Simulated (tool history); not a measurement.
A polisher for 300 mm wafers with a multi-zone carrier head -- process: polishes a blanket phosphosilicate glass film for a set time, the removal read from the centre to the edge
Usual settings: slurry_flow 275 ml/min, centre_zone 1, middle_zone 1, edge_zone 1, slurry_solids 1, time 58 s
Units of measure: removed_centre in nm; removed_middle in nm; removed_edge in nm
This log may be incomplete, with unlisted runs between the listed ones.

run,day,slurry_flow,centre_zone,middle_zone,edge_zone,slurry_solids,time,"incoming thickness of the incoming film, nm",removed_centre,removed_middle,removed_edge
1,0,275,1,1,1,1,58,2019.3,755.5,771.3,763.6
2,1.446,275,1,1,1,1,58,2013.2,724.3,739.7,753.6
3,1.962,275,1,1,1,1,58,1977.4,723.2,736.1,749.9
4,2.7,275,1,1,1,1,58,1989.1,723,736.7,729.8
5,3.267,275,1,1,1,1,58,2008.5,705.7,746.2,740
# day 3.421: edge zone pressure recalibrated
6,4.479,275,1,1,1.07,1,58,2004.3,715.5,725.8,743
# day 4.779: slurry nozzle cleaned
7,5.121,275,1,0.93,1.07,1,58,1972.6,706.4,692,741.6
8,6.296,275,1,1,1.11,0.9,58,1997.3,665.3,678.3,700.8
# day 6.633: worn pad replaced by a new one
# day 6.742: carrier head's membrane replaced by a new one
9,7.275,275,1,1,1.08,1,58,1964,730.7,764.2,779.4
10,8.079,275,1.06,1.04,1,1,49,1979.5,637.7,663.2,643.3
# day 8.358: centre zone pressure recalibrated
11,9.275,205,0.91,0.95,1,1,67,1998.4,788.5,786.5,842.4
12,10.162,275,1,1,1,1,58,2012.4,738.9,723.5,738
13,11.433,275,0.89,1,0.88,1.2,58,1964.8,754.1,817.7,777
# day 12.833: worn pad replaced by a new one
14,12.921,275,1,1,1,1,58,1950.3,792,785.8,771.9
15,13.733,275,1,1.1,0.92,1.25,58,2017.9,863.2,927.6,847.2
16,14.871,275,1,1,1,1,58,1991.8,747.2,759.8,761.7
17,16.154,215,1,1.04,0.92,0.7,58,1987.1,556.8,567,555.5
18,17.267,190,1,1,1,1,58,1999.8,699.5,712.9,706.5
19,18.567,275,1,1,1,1,58,2015.4,735.3,716.6,718
20,19.892,320,1,1,1,1,58,2000.6,758.8,757.2,751.1
# day 20.608: worn pad replaced by a new one
# day 20.858: edge zone pressure recalibrated
21,21.3,275,0.92,1,1,1,39,1971.3,483.2,518.2,517.2
22,22.1,275,1,1,1,1,58,1985.3,746.2,755.8,755.6

Forecast each of these 3 alternatives for the next run:
A,22.117,275,0.89,1,1,1,58,1992.6,?,?,?
B,22.117,275,1.08,1,1.09,1,58,1992.6,?,?,?
C,22.117,275,0.89,1,1.08,1.2,58,1992.6,?,?,?

run,removed_centre,removed_middle,removed_edge
A,702.4,749.3,744.6
B,792.4,748.8,763.6
C,775.4,827.2,840.6
With no hidden state in the tool, these same runs would have given:
run,removed_centre,removed_middle,removed_edge
A,744.4,780.2,775.4
B,839.6,779.7,795.2
C,821.8,861.3,875.4
